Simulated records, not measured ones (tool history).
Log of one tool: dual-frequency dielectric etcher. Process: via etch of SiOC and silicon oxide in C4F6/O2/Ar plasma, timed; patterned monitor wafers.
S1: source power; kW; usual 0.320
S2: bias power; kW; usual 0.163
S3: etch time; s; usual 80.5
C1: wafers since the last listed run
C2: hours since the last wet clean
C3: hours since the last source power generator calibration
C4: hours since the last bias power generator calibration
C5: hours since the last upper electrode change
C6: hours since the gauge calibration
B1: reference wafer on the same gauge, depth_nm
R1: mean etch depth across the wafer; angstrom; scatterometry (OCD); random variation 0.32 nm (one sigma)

| run | day | S1 | S2 | S3 | C1 | C2 | C3 | C4 | C5 | C6 | B1 | R1 |
|---|---|---|---|---|---|---|---|---|---|---|---|---|
| 1 | 0.000 | 0.320 | 0.163 | 96.5 | 0 | 411.1 | 1800.5 | 1628.0 | 3759.8 | 189.5 | 94.9 | 918 |
| 2 | 0.304 | 0.320 | 0.163 | 86.0 | 63 | 418.4 | 1807.8 | 1635.3 | 3767.1 | 196.8 | 95.0 | 816 |
| 3 | 0.971 | 0.300 | 0.163 | 96.5 | 140 | 434.4 | 1823.8 | 1651.3 | 3783.1 | 212.8 | 94.8 | 871 |
| 4 | 2.442 | 0.320 | 0.163 | 80.5 | 309 | 469.7 | 1859.1 | 1686.6 | 3818.4 | 248.1 | 94.8 | 761 |
| 5 | 2.996 | 0.320 | 0.175 | 80.5 | 116 | 483.0 | 1872.4 | 1699.9 | 3831.7 | 261.4 | 94.8 | 773 |
| 6 | 3.742 | 0.320 | 0.181 | 72.5 | 156 | 500.9 | 1890.3 | 1717.8 | 3849.6 | 279.3 | 94.9 | 705 |
| 7 | 4.192 | 0.320 | 0.181 | 72.5 | 94 | 511.7 | 1901.1 | 1728.6 | 3860.4 | 290.1 | 94.9 | 701 |
| 8 | 4.621 | 0.320 | 0.181 | 72.5 | 90 | 522.0 | 1911.4 | 1738.9 | 3870.7 | 300.4 | 94.9 | 702 |
| 9 | 5.192 | 0.320 | 0.163 | 80.5 | 119 | 535.7 | 1925.1 | 1752.6 | 3884.4 | 314.1 | 94.9 | 755 |
| 10 | 5.496 | 0.320 | 0.163 | 80.5 | 63 | 543.0 | 1932.4 | 1759.9 | 3891.7 | 321.4 | 94.8 | 758 |
| 11 | 5.979 | 0.380 | 0.163 | 80.5 | 101 | 554.6 | 1944.0 | 1771.5 | 3903.3 | 333.0 | 95.0 | 835 |
| 12 | 6.325 | 0.320 | 0.163 | 97.5 | 72 | 562.9 | 1952.3 | 1779.8 | 3911.6 | 341.3 | 94.9 | 917 |
|  | 6.504 | source power generator calibrated |
| 13 | 6.717 | 0.320 | 0.163 | 97.5 | 47 | 572.3 | 5.1 | 1789.2 | 3921.0 | 350.7 | 94.8 | 913 |
|  | 6.746 | gauge calibrated |
|  | 7.862 | upper electrode replaced |
| 14 | 7.883 | 0.320 | 0.163 | 80.5 | 35 | 600.3 | 33.1 | 1817.2 | 0.5 | 27.3 | 95.0 | 747 |
| 15 | 7.896 | 0.390 | 0.163 | 80.5 | 2 | 600.6 | 33.4 | 1817.5 | 0.8 | 27.6 | 94.7 | 844 |
| 16 | 8.117 | 0.370 | 0.135 | 80.5 | 46 | 605.9 | 38.7 | 1822.8 | 6.1 | 32.9 | 95.1 | 794 |
| 17 | 8.462 | 0.320 | 0.163 | 80.5 | 72 | 614.2 | 47.0 | 1831.1 | 14.4 | 41.2 | 94.8 | 750 |
| 18 | 8.767 | 0.250 | 0.163 | 95.0 | 63 | 621.5 | 54.3 | 1838.4 | 21.7 | 48.5 | 95.0 | 753 |
|  | 9.779 | wet clean of the chamber |
| 19 | 9.800 | 0.320 | 0.163 | 97.5 | 7 | 0.5 | 79.1 | 1863.2 | 46.5 | 73.3 | 94.9 | 973 |
| 20 | 9.812 | 0.350 | 0.191 | 71.5 | 2 | 0.8 | 79.4 | 1863.5 | 46.8 | 73.6 | 94.9 | 771 |
| 21 | 9.825 | 0.360 | 0.199 | 64.0 | 2 | 1.1 | 79.7 | 1863.8 | 47.1 | 73.9 | 94.9 | 714 |
|  | 10.350 | bias power generator calibrated |
| 22 | 10.483 | 0.320 | 0.163 | 58.0 | 103 | 16.9 | 95.5 | 3.2 | 62.9 | 89.7 | 95.0 | 577 |
| 23 | 10.996 | 0.320 | 0.163 | 94.5 | 107 | 29.2 | 107.8 | 15.5 | 75.2 | 102.0 | 94.8 | 936 |
| 24 | 11.529 | 0.320 | 0.163 | 80.5 | 112 | 42.0 | 120.6 | 28.3 | 88.0 | 114.8 | 94.7 | 799 |
| 25 | 11.900 | 0.380 | 0.143 | 80.5 | 77 | 50.9 | 129.5 | 37.2 | 96.9 | 123.7 | 94.9 | 860 |
| 26 | 12.354 | 0.320 | 0.174 | 96.0 | 95 | 61.8 | 140.4 | 48.1 | 107.8 | 134.6 | 95.1 | 960 |
| 27 | 12.754 | 0.320 | 0.163 | 80.5 | 84 | 71.4 | 150.0 | 57.7 | 117.4 | 144.2 | 94.8 | 797 |
| 28 | 13.096 | 0.280 | 0.163 | 80.5 | 71 | 79.6 | 158.2 | 65.9 | 125.6 | 152.4 | 94.9 | 723 |
| 29 | 13.621 | 0.320 | 0.153 | 93.5 | 110 | 92.2 | 170.8 | 78.5 | 138.2 | 165.0 | 95.1 | 906 |

Forecast each of these 3 alternatives for the next run:
| A | 13.638 | 0.320 | 0.163 | 80.5 | 3 | 92.6 | 171.2 | 78.9 | 138.6 | 165.4 | ? | ? |
| B | 13.638 | 0.320 | 0.144 | 80.5 | 3 | 92.6 | 171.2 | 78.9 | 138.6 | 165.4 | ? | ? |
| C | 13.638 | 0.320 | 0.163 | 63.5 | 3 | 92.6 | 171.2 | 78.9 | 138.6 | 165.4 | ? | ? |

| run | B1 | R1 |
|---|---|---|
| A | 94.8 | 798 |
| B | 94.8 | 776 |
| C | 94.8 | 629 |
Without the tool's hidden state the same runs would have given:
| run | R1 |
|---|---|
| A | 798 |
| B | 777 |
| C | 630 |
